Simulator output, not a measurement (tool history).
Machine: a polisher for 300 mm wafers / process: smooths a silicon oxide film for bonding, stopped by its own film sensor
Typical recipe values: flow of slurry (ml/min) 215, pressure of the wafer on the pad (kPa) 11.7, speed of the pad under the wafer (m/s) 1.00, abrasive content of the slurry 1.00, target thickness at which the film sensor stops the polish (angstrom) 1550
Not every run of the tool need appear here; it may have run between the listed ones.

run,hour,flow of slurry (ml/min),pressure of the wafer on the pad (kPa),speed of the pad under the wafer (m/s),abrasive content of the slurry,target thickness at which the film sensor stops the polish (angstrom),wafers since the last listed run,wafers polished on this pad,hours since the slurry nozzle was cleaned,hours since the head pressure was calibrated,hours since the slurry blender was calibrated,"incoming thickness of the incoming film, nm",time until the film sensor stopped the polish (s)
1,0.0,215,11.7,1.00,0.80,1500,0,4200,501.9,279.0,38.6,179.3,50.9
2,97.4,215,11.7,1.00,0.80,1500,1313,5514,599.3,376.4,136.0,182.2,57.4
# hour 104.3: worn pad replaced by a new one
3,166.6,215,11.7,1.18,1.00,1550,879,840,668.5,445.6,205.2,180.1,36.0
# hour 239.4: slurry nozzle cleaned
4,271.0,215,11.7,1.18,1.00,1550,1394,2234,31.6,550.0,309.6,181.1,34.4
# hour 363.8: slurry blender recalibrated
5,368.2,215,11.7,1.18,1.00,1550,1284,3519,128.8,647.2,4.4,178.6,30.5
6,423.2,215,11.7,1.00,1.00,1610,741,4261,183.8,702.2,59.4,183.2,32.8
7,479.4,215,11.7,1.00,1.00,1600,758,5019,240.0,758.4,115.6,179.8,29.4
# hour 504.4: worn pad replaced by a new one
8,557.7,215,11.7,1.00,1.00,1600,1002,719,318.3,836.7,193.9,179.2,28.6
9,605.0,215,11.7,1.00,1.00,1550,638,1357,365.6,884.0,241.2,181.2,38.6
10,702.8,215,11.7,1.00,1.00,1550,1319,2676,463.4,981.8,339.0,181.6,41.8
# hour 760.4: head pressure recalibrated
11,809.8,215,11.7,1.00,1.00,1550,1416,4093,570.4,49.4,446.0,179.4,40.5
# hour 847.2: slurry nozzle cleaned
12,868.1,215,11.7,1.00,1.00,1520,772,4866,20.9,107.7,504.3,179.3,45.3
# hour 878.6: slurry blender recalibrated
# hour 934.2: worn pad replaced by a new one
13,969.2,215,11.7,1.00,1.00,1520,1282,472,122.0,208.8,90.6,180.2,42.1
14,1229.4,170,8.3,1.18,1.20,1550,3510,3982,382.2,469.0,350.8,180.3,45.8
# hour 1286.9: slurry blender recalibrated
15,1320.6,255,15.2,0.72,1.00,1550,1203,5185,473.4,560.2,33.7,177.9,33.2
16,1414.5,215,14.5,1.00,1.00,1550,1266,6452,567.3,654.1,127.6,178.1,28.9
# hour 1436.9: worn pad replaced by a new one
17,1510.4,215,9.7,1.00,1.00,1550,1239,991,663.2,750.0,223.5,177.6,43.6
# hour 1565.2: slurry nozzle cleaned
18,1617.0,215,11.7,1.00,1.00,1550,1424,2416,51.8,856.6,330.1,179.7,37.1
19,1679.3,215,9.7,0.66,1.15,1510,840,3256,114.1,918.9,392.4,182.0,72.8
# hour 1712.5: head pressure recalibrated
20,1732.3,215,11.7,1.00,0.80,1550,688,3944,167.1,19.8,445.4,175.7,39.5
# hour 1806.2: slurry blender recalibrated
21,1819.0,215,11.7,1.00,1.00,1550,1142,5087,253.8,106.5,12.8,181.2,38.9
# hour 1851.6: worn pad replaced by a new one
22,1890.9,215,14.5,1.16,0.90,1550,915,530,325.7,178.4,84.7,181.5,29.3
23,1973.2,215,11.7,1.00,1.00,1550,1110,1640,408.0,260.7,167.0,180.5,38.0
24,2052.6,215,11.7,1.00,1.25,1550,1071,2711,487.4,340.1,246.4,181.0,34.3
25,2098.0,240,11.7,1.26,1.00,1550,612,3324,532.8,385.5,291.8,181.4,34.6
26,2177.9,215,14.5,1.00,1.00,1500,1077,4402,612.7,465.4,371.7,179.5,38.7
# hour 2230.0: slurry nozzle cleaned
# hour 2275.8: slurry blender recalibrated
27,2277.7,215,13.1,1.00,0.90,1550,1305,5707,47.7,565.2,1.9,180.6,35.3

Here are 5 independent what-if runs from the current tool condition. What would each one return?
A,2278.1,215,11.7,1.00,1.00,1550,5,5713,48.1,565.6,2.3,181.3,?
B,2278.1,145,11.7,1.10,0.80,1550,5,5713,48.1,565.6,2.3,181.3,?
C,2278.1,280,8.3,0.82,0.85,1550,5,5713,48.1,565.6,2.3,181.3,?
D,2278.1,215,11.7,1.30,1.00,1550,5,5713,48.1,565.6,2.3,181.3,?
E,2278.1,215,11.7,1.00,1.00,1480,5,5713,48.1,565.6,2.3,181.3,?

run,time until the film sensor stopped the polish (s)
A,38.6
B,44.6
C,68.5
D,31.5
E,48.9
The same runs, with their run-to-run variation unchanged, on a tool lacking any hidden condition would have given:
run,time until the film sensor stopped the polish (s)
A,38.0
B,43.8
C,67.4
D,31.1
E,48.1

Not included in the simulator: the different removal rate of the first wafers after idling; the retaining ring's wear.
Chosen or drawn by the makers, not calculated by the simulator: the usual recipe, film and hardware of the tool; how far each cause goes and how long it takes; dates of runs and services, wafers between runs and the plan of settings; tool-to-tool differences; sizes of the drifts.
